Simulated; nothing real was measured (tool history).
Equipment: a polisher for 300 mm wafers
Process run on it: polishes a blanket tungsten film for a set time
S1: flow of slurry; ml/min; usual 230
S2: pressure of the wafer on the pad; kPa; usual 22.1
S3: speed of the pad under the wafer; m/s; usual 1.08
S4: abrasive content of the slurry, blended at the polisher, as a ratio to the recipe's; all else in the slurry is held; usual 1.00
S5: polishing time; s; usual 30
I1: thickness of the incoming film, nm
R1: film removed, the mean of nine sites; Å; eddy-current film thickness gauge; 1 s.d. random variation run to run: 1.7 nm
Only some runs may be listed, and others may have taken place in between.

run 1 day=0.000 | S1=230 S2=22.1 S3=1.08 S4=1.00 S5=30 | I1=931.7 | R1=1416
-- day=0.325 slurry tank refilled with fresh slurry and peroxide
run 2 day=1.396 | S1=230 S2=22.1 S3=1.08 S4=1.00 S5=30 | I1=925.4 | R1=1393
-- day=2.962 head pressure recalibrated
run 3 day=3.012 | S1=230 S2=22.1 S3=1.08 S4=1.00 S5=30 | I1=943.2 | R1=1393
run 4 day=7.271 | S1=230 S2=22.1 S3=1.08 S4=1.00 S5=30 | I1=930.4 | R1=1343
-- day=8.925 worn pad replaced by a new one
run 5 day=9.833 | S1=230 S2=22.1 S3=1.08 S4=1.00 S5=30 | I1=924.2 | R1=1329
run 6 day=10.858 | S1=230 S2=22.1 S3=1.08 S4=1.00 S5=30 | I1=941.3 | R1=1326
-- day=11.921 slurry blender recalibrated
run 7 day=12.088 | S1=230 S2=22.1 S3=1.08 S4=1.00 S5=30 | I1=925.8 | R1=1464
-- day=14.112 slurry nozzle cleaned
-- day=14.783 slurry tank refilled with fresh slurry and peroxide
-- day=18.188 head pressure recalibrated
run 8 day=18.575 | S1=230 S2=22.1 S3=1.08 S4=1.00 S5=30 | I1=938.0 | R1=1337
run 9 day=21.162 | S1=230 S2=22.1 S3=1.08 S4=1.00 S5=30 | I1=925.3 | R1=1344
run 10 day=22.696 | S1=230 S2=26.2 S3=1.40 S4=1.10 S5=26 | I1=936.6 | R1=1615
-- day=24.933 worn pad replaced by a new one
run 11 day=25.271 | S1=250 S2=22.1 S3=0.70 S4=1.00 S5=30 | I1=939.3 | R1=1055
run 12 day=27.129 | S1=230 S2=27.6 S3=0.88 S4=0.90 S5=36 | I1=927.7 | R1=1569
-- day=28.183 slurry blender recalibrated
run 13 day=29.617 | S1=270 S2=22.1 S3=1.08 S4=1.00 S5=30 | I1=932.5 | R1=1456
-- day=30.254 slurry nozzle cleaned
-- day=31.592 slurry tank refilled with fresh slurry and peroxide
run 14 day=32.429 | S1=230 S2=24.1 S3=1.08 S4=1.00 S5=21 | I1=921.6 | R1=1058
run 15 day=36.408 | S1=285 S2=22.1 S3=1.34 S4=1.00 S5=30 | I1=937.1 | R1=1585
-- day=37.525 head pressure recalibrated
run 16 day=37.667 | S1=230 S2=18.6 S3=0.82 S4=0.85 S5=40 | I1=933.3 | R1=1308
-- day=39.438 worn pad replaced by a new one
run 17 day=40.283 | S1=230 S2=22.1 S3=1.08 S4=1.00 S5=30 | I1=937.4 | R1=1315
run 18 day=42.758 | S1=170 S2=22.1 S3=0.74 S4=1.10 S5=30 | I1=923.7 | R1=1077
-- day=44.117 slurry blender recalibrated
run 19 day=44.712 | S1=230 S2=22.1 S3=1.08 S4=1.00 S5=30 | I1=932.6 | R1=1437
-- day=45.950 slurry nozzle cleaned
run 20 day=46.050 | S1=170 S2=22.1 S3=1.26 S4=1.00 S5=30 | I1=924.3 | R1=1504
-- day=46.562 slurry tank refilled with fresh slurry and peroxide
run 21 day=48.950 | S1=230 S2=14.5 S3=1.20 S4=1.00 S5=22 | I1=945.1 | R1=808
run 22 day=53.558 | S1=230 S2=22.1 S3=1.08 S4=0.85 S5=26 | I1=928.9 | R1=1045
-- day=55.738 worn pad replaced by a new one
-- day=56.725 head pressure recalibrated
run 23 day=57.679 | S1=190 S2=22.1 S3=1.08 S4=0.85 S5=25 | I1=915.8 | R1=996
run 24 day=59.025 | S1=230 S2=22.1 S3=0.82 S4=1.00 S5=30 | I1=937.5 | R1=1102
-- day=59.162 slurry blender recalibrated
run 25 day=60.471 | S1=230 S2=29.6 S3=1.30 S4=1.20 S5=33 | I1=916.3 | R1=2431
-- day=62.296 slurry tank refilled with fresh slurry and peroxide
run 26 day=62.950 | S1=230 S2=22.1 S3=1.08 S4=1.00 S5=30 | I1=912.7 | R1=1406

Below are 4 alternative next runs, each starting from the tool's condition after run 26. Predict each:
run A day=62.967 | S1=230 S2=22.1 S3=1.08 S4=1.00 S5=30 | I1=931.7 | R1=?
run B day=62.967 | S1=230 S2=17.2 S3=1.08 S4=1.00 S5=30 | I1=931.7 | R1=?
run C day=62.967 | S1=230 S2=26.9 S3=1.22 S4=0.85 S5=22 | I1=931.7 | R1=?
run D day=62.967 | S1=195 S2=22.1 S3=1.08 S4=1.00 S5=30 | I1=931.7 | R1=?

run=A R1=1406
run=B R1=1192
run=C R1=1198
run=D R1=1381
Without the tool's hidden state the same runs would have given:
run=A R1=1493
run=B R1=1266
run=C R1=1270
run=D R1=1467
